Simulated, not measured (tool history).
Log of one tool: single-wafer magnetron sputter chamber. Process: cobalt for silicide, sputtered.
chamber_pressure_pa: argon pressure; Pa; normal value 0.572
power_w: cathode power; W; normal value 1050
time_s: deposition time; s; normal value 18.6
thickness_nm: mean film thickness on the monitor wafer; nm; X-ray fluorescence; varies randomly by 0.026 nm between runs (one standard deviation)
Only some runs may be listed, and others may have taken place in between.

| run | hour | chamber_pressure_pa | power_w | time_s | read-back reference wafer on the same gauge, thickness_nm | thickness_nm |
|---|---|---|---|---|---|---|
| 1 | 0 | 0.572 | 1050 | 18.6 | 9.167 | 9.113 |
| 2 | 22.1 | 0.572 | 900 | 18.6 | 9.174 | 7.785 |
| 3 | 44.6 | 0.572 | 900 | 18.6 | 9.168 | 7.787 |
| 4 | 62.3 | 0.572 | 900 | 18.6 | 9.163 | 7.798 |
| 5 | 95.1 | 0.572 | 1050 | 18.6 | 9.177 | 9.072 |
| 6 | 108.9 | 0.572 | 1050 | 18.6 | 9.164 | 9.058 |
|  | 131.9 | magnet pack replaced |
| 7 | 132.4 | 0.572 | 1050 | 18.6 | 9.168 | 9.041 |

What does the tool deliver on the next run?
|  | 149.7 | capacitance manometer re-zeroed and calibrated |
|  | 156.8 | gauge calibrated |
| 8 | 163 | 0.664 | 850 | 16.8 | ? | ? |

{"run 8": {"read-back reference wafer on the same gauge, thickness_nm": 9.166, "thickness_nm": 6.46}}
Take away the tool's hidden state, keep the run-to-run variation as it was, and the same run would have given thickness_nm 6.558 nm.
